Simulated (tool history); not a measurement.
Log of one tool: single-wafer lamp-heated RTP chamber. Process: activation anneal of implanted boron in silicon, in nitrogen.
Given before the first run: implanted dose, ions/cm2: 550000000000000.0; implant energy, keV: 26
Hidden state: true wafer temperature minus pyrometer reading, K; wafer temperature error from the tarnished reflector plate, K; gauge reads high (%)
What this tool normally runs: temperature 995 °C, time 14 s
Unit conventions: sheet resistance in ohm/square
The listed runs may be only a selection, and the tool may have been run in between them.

run,hour,temperature,time,wafers since the last listed run,wafers since the last pyrometer calibration,wafers since the reflector plate was cleaned,hours since the gauge calibration,"read-back reference wafer on the same gauge, sheet resistance",sheet resistance
1,0.0,995,14,0,7054,6251,3362.8,227.93,191.51
# hour 47.3: pyrometer window cleaned and pyrometer calibrated
# hour 71.4: reflector plate cleaned
2,80.3,995,14,819,317,113,3443.1,228.31,191.93
3,135.2,995,14,699,1017,813,3498.0,227.89,191.56
4,224.2,995,17,1133,2151,1946,3587.0,228.10,191.35
5,347.2,995,17,1566,3718,3513,3710.0,227.89,191.34
6,439.5,995,17,1175,4893,4689,3802.3,228.12,190.48
7,533.6,1017,17,1198,6092,5888,3896.4,227.75,184.38
8,603.2,1017,17,886,6979,6775,3966.0,228.15,183.46
# hour 619.1: pyrometer window cleaned and pyrometer calibrated
9,643.0,995,14,405,305,7180,4005.8,228.02,190.13
10,698.4,995,14,705,1010,7885,4061.2,228.09,190.61
11,742.3,995,12,559,1570,8445,4105.1,228.05,190.16
# hour 761.7: reflector plate cleaned
12,801.3,995,12,649,2219,504,4164.1,228.26,192.98
13,863.2,995,8,788,3008,1292,4226.0,227.88,194.85
14,935.9,973,11,926,3934,2219,4298.7,227.65,212.63
15,1038.0,1008,21,1300,5235,3519,4400.8,227.92,186.16
# hour 1044.4: gauge calibrated
16,1122.2,1007,11,1072,6307,4592,77.8,227.93,187.15
17,1169.7,1008,21,605,6912,5197,125.3,227.64,185.72
# hour 1221.3: pyrometer window cleaned and pyrometer calibrated
18,1244.4,995,14,849,294,6047,200.0,228.01,190.66
19,1325.2,995,14,1029,1323,7076,280.8,227.89,190.81
20,1400.3,975,18,956,2280,8033,355.9,228.16,200.74
21,1501.9,995,7,1294,3574,9327,457.5,228.23,192.04
# hour 1519.0: reflector plate cleaned
22,1575.7,1008,9,838,4413,721,531.3,227.97,188.46
23,1614.2,1019,8,490,4903,1212,569.8,228.12,185.50
24,1716.6,974,14,1304,6207,2516,672.2,228.04,208.73
25,1880.5,976,17,2087,8295,4604,836.1,227.77,202.60
# hour 1896.0: pyrometer window cleaned and pyrometer calibrated
26,1980.9,986,10,1177,1081,5781,936.5,227.99,197.85
27,2142.1,995,14,2053,3135,7835,1097.7,228.25,188.87
# hour 2230.3: reflector plate cleaned
28,2246.1,970,19,1222,4358,200,1201.7,227.97,209.79
29,2313.7,1011,14,861,5219,1062,1269.3,227.71,186.35
30,2352.7,995,14,496,5716,1558,1308.3,227.95,192.39
31,2416.6,1006,18,814,6530,2372,1372.2,228.35,186.95

Expected results for the next run?
32,2460.7,995,14,561,7092,2934,1416.3,?,?

{"run 32": {"read-back reference wafer on the same gauge, sheet resistance": 227.84, "sheet resistance": 192.17}}
Had the tool carried no hidden state, the very same run would have given sheet resistance 192.64 ohm/square.

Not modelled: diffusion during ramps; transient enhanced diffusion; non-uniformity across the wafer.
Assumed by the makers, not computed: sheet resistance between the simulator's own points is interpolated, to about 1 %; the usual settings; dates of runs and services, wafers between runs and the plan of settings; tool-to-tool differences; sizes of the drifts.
